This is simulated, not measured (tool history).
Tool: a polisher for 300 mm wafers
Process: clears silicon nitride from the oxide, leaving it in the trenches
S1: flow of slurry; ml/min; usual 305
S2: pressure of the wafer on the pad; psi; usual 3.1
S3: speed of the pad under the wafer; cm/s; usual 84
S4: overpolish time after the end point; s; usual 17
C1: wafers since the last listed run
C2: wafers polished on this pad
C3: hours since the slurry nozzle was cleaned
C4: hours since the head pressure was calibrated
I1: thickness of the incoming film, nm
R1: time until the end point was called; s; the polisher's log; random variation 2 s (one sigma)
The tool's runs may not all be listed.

| run | hour | S1 | S2 | S3 | S4 | C1 | C2 | C3 | C4 | I1 | R1 |
|---|---|---|---|---|---|---|---|---|---|---|---|
| 1 | 0 | 305 | 3.1 | 84 | 17 | 0 | 277 | 5.3 | 493.7 | 120.7 | 145.4 |
| 2 | 44.3 | 305 | 3.1 | 84 | 17 | 246 | 523 | 49.6 | 538 | 119.9 | 143.5 |
| 3 | 105.8 | 305 | 3.1 | 84 | 17 | 342 | 866 | 111.1 | 599.5 | 120.7 | 154.7 |
|  | 119.6 | worn pad replaced by a new one |
| 4 | 156.7 | 305 | 3.1 | 78 | 25 | 261 | 206 | 162 | 650.4 | 119.6 | 149.2 |
| 5 | 219.1 | 305 | 3.1 | 78 | 25 | 347 | 554 | 224.4 | 712.8 | 120 | 151.6 |
|  | 274 | worn pad replaced by a new one |
| 6 | 274.4 | 305 | 3.1 | 84 | 17 | 285 | 2 | 279.7 | 768.1 | 118.5 | 134.5 |
| 7 | 317.6 | 305 | 3.1 | 84 | 17 | 240 | 242 | 322.9 | 811.3 | 121.8 | 138.5 |
| 8 | 348.4 | 305 | 3.1 | 84 | 17 | 171 | 414 | 353.7 | 842.1 | 121.6 | 139 |
|  | 357.9 | head pressure recalibrated |
| 9 | 394.8 | 305 | 2.3 | 84 | 11 | 247 | 661 | 400.1 | 36.9 | 118.8 | 205.2 |
|  | 424.4 | worn pad replaced by a new one |
| 10 | 465.5 | 225 | 3.1 | 84 | 13 | 371 | 228 | 470.8 | 107.6 | 119.7 | 154.2 |
| 11 | 490.8 | 305 | 3.1 | 84 | 27 | 140 | 369 | 496.1 | 132.9 | 122.7 | 149.8 |
| 12 | 520.5 | 305 | 3.1 | 60 | 22 | 165 | 535 | 525.8 | 162.6 | 121.7 | 214.4 |
| 13 | 560.4 | 265 | 3.8 | 60 | 25 | 222 | 757 | 565.7 | 202.5 | 118.9 | 177.4 |

The next listed run, before its measurement:
|  | 574.5 | worn pad replaced by a new one |
|  | 594.8 | slurry nozzle cleaned |
| 14 | 631.8 | 350 | 3.1 | 84 | 17 | 369 | 313 | 37 | 273.9 | 119.6 | ? |

{"run 14": {"R1": 138.6}}
Without the tool's hidden state the same run would have given R1 143.2 s.

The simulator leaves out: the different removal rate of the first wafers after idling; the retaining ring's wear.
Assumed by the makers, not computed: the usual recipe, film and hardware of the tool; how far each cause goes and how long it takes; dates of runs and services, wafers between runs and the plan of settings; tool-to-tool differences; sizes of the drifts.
